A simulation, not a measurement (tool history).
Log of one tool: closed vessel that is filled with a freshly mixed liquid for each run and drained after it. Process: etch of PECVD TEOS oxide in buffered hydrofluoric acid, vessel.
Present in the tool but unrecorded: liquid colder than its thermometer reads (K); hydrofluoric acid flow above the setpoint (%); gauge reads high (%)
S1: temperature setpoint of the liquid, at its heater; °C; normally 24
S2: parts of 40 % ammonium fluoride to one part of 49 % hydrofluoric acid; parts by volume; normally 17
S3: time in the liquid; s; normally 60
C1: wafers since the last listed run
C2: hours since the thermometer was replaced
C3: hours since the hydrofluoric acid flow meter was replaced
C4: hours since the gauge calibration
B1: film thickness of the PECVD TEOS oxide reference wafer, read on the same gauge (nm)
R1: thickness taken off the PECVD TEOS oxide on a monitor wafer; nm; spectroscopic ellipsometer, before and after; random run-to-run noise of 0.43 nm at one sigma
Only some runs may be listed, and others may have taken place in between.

run 1 hour=0 | S1=24 S2=17 S3=60 | C1=0 C2=1485.5 C3=1393.3 C4=264.3 | B1=60 | R1=68.07
run 2 hour=32.6 | S1=24 S2=17 S3=60 | C1=2626 C2=1518.1 C3=1425.9 C4=296.9 | B1=59.97 | R1=68.16
run 3 hour=62.7 | S1=24 S2=17 S3=60 | C1=2425 C2=1548.2 C3=1456 C4=327 | B1=60 | R1=68.82
run 4 hour=96.3 | S1=24 S2=17 S3=60 | C1=2706 C2=1581.8 C3=1489.6 C4=360.6 | B1=59.97 | R1=69.12
run 5 hour=113.1 | S1=24 S2=20.5 S3=60 | C1=1353 C2=1598.6 C3=1506.4 C4=377.4 | B1=60.01 | R1=57.16
run 6 hour=146.2 | S1=24 S2=20.5 S3=60 | C1=2666 C2=1631.7 C3=1539.5 C4=410.5 | B1=60.02 | R1=57.43
run 7 hour=180.9 | S1=24 S2=20.5 S3=60 | C1=2795 C2=1666.4 C3=1574.2 C4=445.2 | B1=60.02 | R1=57.67
run 8 hour=195.4 | S1=24 S2=17 S3=60 | C1=1168 C2=1680.9 C3=1588.7 C4=459.7 | B1=60.03 | R1=69.23
run 9 hour=217 | S1=24 S2=17 S3=60 | C1=1740 C2=1702.5 C3=1610.3 C4=481.3 | B1=60.01 | R1=69.17
run 10 hour=249.2 | S1=24 S2=17 S3=60 | C1=2594 C2=1734.7 C3=1642.5 C4=513.5 | B1=59.97 | R1=68.68
-- hour=258.1 thermometer replaced
run 11 hour=267.6 | S1=24 S2=17 S3=60 | C1=1401 C2=9.5 C3=1660.9 C4=531.9 | B1=60 | R1=70.07
-- hour=287.2 gauge calibrated
run 12 hour=345.9 | S1=24 S2=17 S3=60 | C1=6308 C2=87.8 C3=1739.2 C4=58.7 | B1=60.01 | R1=70.11
run 13 hour=370.5 | S1=24 S2=17 S3=60 | C1=1981 C2=112.4 C3=1763.8 C4=83.3 | B1=59.99 | R1=69.47
run 14 hour=393.9 | S1=24 S2=17 S3=60 | C1=1885 C2=135.8 C3=1787.2 C4=106.7 | B1=59.97 | R1=70.34
-- hour=420.4 hydrofluoric acid flow meter replaced
run 15 hour=420.9 | S1=22.5 S2=17 S3=35 | C1=2094 C2=162.8 C3=0.5 C4=133.7 | B1=60 | R1=34.64
run 16 hour=454.4 | S1=24 S2=19 S3=50 | C1=2698 C2=196.3 C3=34 C4=167.2 | B1=59.99 | R1=47.04
run 17 hour=474 | S1=24 S2=20.5 S3=60 | C1=1579 C2=215.9 C3=53.6 C4=186.8 | B1=60 | R1=53.44
run 18 hour=497.2 | S1=24 S2=23.5 S3=85 | C1=1869 C2=239.1 C3=76.8 C4=210 | B1=59.96 | R1=68.49
run 19 hour=531.5 | S1=24 S2=17 S3=60 | C1=2763 C2=273.4 C3=111.1 C4=244.3 | B1=60 | R1=64.01
run 20 hour=557.2 | S1=19.5 S2=17 S3=60 | C1=2070 C2=299.1 C3=136.8 C4=270 | B1=60 | R1=49.41
run 21 hour=589.8 | S1=24 S2=17 S3=60 | C1=2626 C2=331.7 C3=169.4 C4=302.6 | B1=59.99 | R1=64.55
run 22 hour=616.9 | S1=27.5 S2=17 S3=60 | C1=2183 C2=358.8 C3=196.5 C4=329.7 | B1=60.02 | R1=77.41
run 23 hour=631 | S1=24 S2=17 S3=60 | C1=1135 C2=372.9 C3=210.6 C4=343.8 | B1=60.02 | R1=64.62
run 24 hour=647.8 | S1=26.5 S2=17 S3=45 | C1=1353 C2=389.7 C3=227.4 C4=360.6 | B1=59.96 | R1=55.39
run 25 hour=662.8 | S1=21.5 S2=17 S3=60 | C1=1208 C2=404.7 C3=242.4 C4=375.6 | B1=59.97 | R1=56.12
run 26 hour=692.5 | S1=20.5 S2=21 S3=80 | C1=2392 C2=434.4 C3=272.1 C4=405.3 | B1=59.98 | R1=58.52
run 27 hour=708.8 | S1=27.5 S2=11.5 S3=80 | C1=1313 C2=450.7 C3=288.4 C4=421.6 | B1=59.99 | R1=152.29
run 28 hour=732.6 | S1=24 S2=17 S3=60 | C1=1917 C2=474.5 C3=312.2 C4=445.4 | B1=59.98 | R1=64.49

Each row is a separate what-if for the run after 28, all from the same tool condition, not one after another. Results?
run A hour=733.3 | S1=24 S2=17 S3=85 | C1=56 C2=475.2 C3=312.9 C4=446.1 | B1=? | R1=?
run B hour=733.3 | S1=19 S2=17 S3=60 | C1=56 C2=475.2 C3=312.9 C4=446.1 | B1=? | R1=?
run C hour=733.3 | S1=25.5 S2=22 S3=85 | C1=56 C2=475.2 C3=312.9 C4=446.1 | B1=? | R1=?
run D hour=733.3 | S1=20 S2=11 S3=35 | C1=56 C2=475.2 C3=312.9 C4=446.1 | B1=? | R1=?

run=A B1=60.04 R1=92.77
run=B B1=60.04 R1=49.6
run=C B1=60.04 R1=79.89
run=D B1=60.04 R1=46.92
Without the tool's hidden state the same runs would have given:
run=A R1=91.07
run=B R1=48.69
run=C R1=78.86
run=D R1=46.06

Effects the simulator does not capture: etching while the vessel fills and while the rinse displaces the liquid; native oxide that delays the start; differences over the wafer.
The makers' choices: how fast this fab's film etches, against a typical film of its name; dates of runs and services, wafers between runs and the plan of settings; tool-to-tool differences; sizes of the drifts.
